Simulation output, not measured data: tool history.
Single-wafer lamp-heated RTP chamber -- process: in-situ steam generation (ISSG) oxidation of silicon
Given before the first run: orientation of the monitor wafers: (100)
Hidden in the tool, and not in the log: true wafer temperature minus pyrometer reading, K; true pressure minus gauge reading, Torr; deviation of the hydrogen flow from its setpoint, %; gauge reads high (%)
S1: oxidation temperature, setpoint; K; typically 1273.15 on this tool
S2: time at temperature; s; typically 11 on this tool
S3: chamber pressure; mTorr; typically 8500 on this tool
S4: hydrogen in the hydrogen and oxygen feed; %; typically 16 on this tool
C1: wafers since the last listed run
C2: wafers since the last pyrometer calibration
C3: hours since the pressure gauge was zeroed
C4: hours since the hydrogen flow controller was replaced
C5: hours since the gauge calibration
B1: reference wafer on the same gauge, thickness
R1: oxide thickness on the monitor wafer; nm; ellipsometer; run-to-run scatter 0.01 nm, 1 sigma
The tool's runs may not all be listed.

run,hour,S1,S2,S3,S4,C1,C2,C3,C4,C5,B1,R1
1,0,1287.15,11,7900,16,0,1996,3574.2,1799.6,109.2,4.567,4.405
2,32.8,1287.15,11,7900,16,387,2383,3607,1832.4,142,4.56,4.411
3,53.5,1273.15,11,8500,11,244,2628,3627.7,1853.1,162.7,4.562,3.838
4,69.4,1283.15,11,8500,16,187,2816,3643.6,1869,178.6,4.556,4.345
5,85.1,1283.15,11,8500,16,185,3001,3659.3,1884.7,194.3,4.556,4.344
6,117.6,1273.15,11,8500,16,384,3385,3691.8,1917.2,226.8,4.562,4.204
7,152,1273.15,13,8500,16,406,3792,3726.2,1951.6,261.2,4.56,4.538
8,184.3,1273.15,13,8500,16,381,4173,3758.5,1983.9,293.5,4.556,4.54
9,210.5,1273.15,13,8500,16,309,4483,3784.7,2010.1,319.7,4.564,4.524
10,236.6,1273.15,11,8500,16,308,4791,3810.8,2036.2,345.8,4.56,4.223
11,266,1273.15,8,8500,16,347,5139,3840.2,2065.6,375.2,4.56,3.665
# hour 298.2: pyrometer window cleaned and pyrometer calibrated
12,298.7,1273.15,8,8500,16,291,5,3872.9,2098.3,407.9,4.56,3.588
13,318.9,1273.15,11,8500,16,238,244,3893.1,2118.5,428.1,4.558,4.12
# hour 339.6: gauge calibrated
14,350.4,1273.15,11,8500,16,372,616,3924.6,2150,10.8,4.557,4.138
# hour 367.1: pressure gauge zeroed
15,379.2,1273.15,11,8500,16,245,862,12.1,2178.8,39.6,4.553,4.136
16,395.8,1273.15,11,7300,23,196,1058,28.7,2195.4,56.2,4.562,4.546
17,412.5,1279.15,11,9900,16,197,1255,45.4,2212.1,72.9,4.564,4.187
18,439.5,1273.15,11,7500,11,319,1574,72.4,2239.1,99.9,4.562,3.821
19,454.3,1273.15,8,8500,16,174,1749,87.2,2253.9,114.7,4.558,3.638
20,466.7,1273.15,12,9100,16,146,1896,99.6,2266.3,127.1,4.56,4.302
21,487.2,1273.15,11,7400,16,242,2138,120.1,2286.8,147.6,4.557,4.175
22,521.7,1265.15,13,8500,16,407,2545,154.6,2321.3,182.1,4.552,4.405
# hour 534.8: hydrogen flow controller replaced
23,546.1,1264.15,11,7500,22,193,2739,179,11.3,206.5,4.566,4.42
24,578.7,1273.15,11,8500,16,385,3124,211.6,43.9,239.1,4.564,4.2
25,592.1,1262.15,15,10000,11,158,3283,225,57.3,252.5,4.559,4.194
26,607.4,1289.15,7,9900,26,180,3464,240.3,72.6,267.8,4.559,4.018
27,631.9,1273.15,11,8500,20,289,3753,264.8,97.1,292.3,4.563,4.438
28,648,1273.15,7,8500,21,190,3943,280.9,113.2,308.4,4.554,3.713
# hour 731.5: pyrometer window cleaned and pyrometer calibrated
29,736,1273.15,11,8500,16,945,53,368.9,201.2,396.4,4.559,4.107
30,770.5,1273.15,7,8500,11,407,460,403.4,235.7,430.9,4.556,3.124
31,793.4,1292.15,9,9300,19,270,731,426.3,258.6,453.8,4.557,4.204
32,810.8,1262.15,9,9100,22,205,937,443.7,276,471.2,4.561,3.985

Per-run results on a tool with no hidden state, each run keeping its own random variation:
run,R1
1,4.315
2,4.311
3,3.757
4,4.242
5,4.238
6,4.104
7,4.419
8,4.418
9,4.4
10,4.112
11,3.579
12,3.585
13,4.102
14,4.102
15,4.086
16,4.484
17,4.12
18,3.755
19,3.579
20,4.217
21,4.089
22,4.308
23,4.324
24,4.098
25,4.088
26,3.923
27,4.325
28,3.632
29,4.085
30,3.096
31,4.143
32,3.932
